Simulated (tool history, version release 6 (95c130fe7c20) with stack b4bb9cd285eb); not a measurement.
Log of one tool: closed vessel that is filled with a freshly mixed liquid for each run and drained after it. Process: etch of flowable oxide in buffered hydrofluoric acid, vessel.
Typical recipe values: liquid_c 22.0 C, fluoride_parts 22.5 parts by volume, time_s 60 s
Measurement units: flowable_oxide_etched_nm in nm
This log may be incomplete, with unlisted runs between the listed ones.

run	day	liquid_c	fluoride_parts	time_s	wafers since the last listed run	hours since the thermometer was replaced	hours since the hydrofluoric acid flow meter was replaced	hours since the gauge calibration	read-back film thickness of the flowable oxide reference wafer, read on the same gauge (nm)	flowable_oxide_etched_nm
1	0.000	22.0	22.5	60	0	892.3	1305.3	451.5	39.99	73.97
2	1.858	22.0	22.5	60	5420	936.9	1349.9	496.1	40.00	74.49
3	3.004	22.0	22.5	60	3342	964.4	1377.4	523.6	40.00	74.64
4	5.988	22.0	22.5	60	8702	1036.0	1449.0	595.2	39.99	74.48
5	7.967	25.5	22.5	45	5773	1083.5	1496.5	642.7	40.02	67.76
6	9.054	25.5	22.5	45	3172	1109.6	1522.6	668.8	40.01	68.32
7	11.450	24.0	22.5	60	6988	1167.1	1580.1	726.3	40.02	83.87
8	12.479	22.0	22.5	60	3002	1191.8	1604.8	751.0	40.00	74.92
9	13.596	22.0	22.5	60	3257	1218.6	1631.6	777.8	39.98	75.05
10	14.646	22.0	22.5	60	3062	1243.8	1656.8	803.0	40.01	75.12
# day 15.904: hydrofluoric acid flow meter replaced
# day 15.904: gauge calibrated
11	17.433	22.0	22.5	95	8009	1310.7	36.7	36.7	40.00	118.99
12	19.142	22.0	22.5	60	4983	1351.7	77.7	77.7	40.01	75.38
13	21.325	22.0	22.5	60	6368	1404.1	130.1	130.1	39.98	75.84
14	24.300	26.0	22.5	75	8677	1475.5	201.5	201.5	40.01	118.13
15	27.262	22.0	22.5	60	8641	1546.6	272.6	272.6	39.99	76.47
16	28.538	26.0	27.0	30	3719	1577.2	303.2	303.2	40.00	41.81
# day 28.808: thermometer replaced
17	31.221	25.0	25.5	90	7705	57.9	367.6	367.6	40.00	116.84
18	32.429	22.0	22.5	60	3524	86.9	396.6	396.6	39.99	72.02
19	35.238	20.5	27.0	70	8191	154.3	464.0	464.0	40.03	68.35
20	38.171	19.5	28.5	80	8556	224.7	534.4	534.4	40.00	71.50
21	40.308	22.0	22.5	50	6234	276.0	585.7	585.7	39.98	60.71

Predict each of these 4 candidate next runs independently; none follows another, all start after run 21:
A	40.338	22.0	22.5	60	85	276.7	586.4	586.4	?	?
B	40.338	22.0	22.5	80	85	276.7	586.4	586.4	?	?
C	40.338	24.5	19.0	80	85	276.7	586.4	586.4	?	?
D	40.338	20.0	25.0	85	85	276.7	586.4	586.4	?	?

run	read-back film thickness of the flowable oxide reference wafer, read on the same gauge (nm)	flowable_oxide_etched_nm
A	39.99	72.50
B	39.99	96.66
C	39.99	126.49
D	39.99	85.42
With no hidden state in the tool, these same runs would have given:
run	flowable_oxide_etched_nm
A	71.46
B	95.28
C	124.71
D	84.18
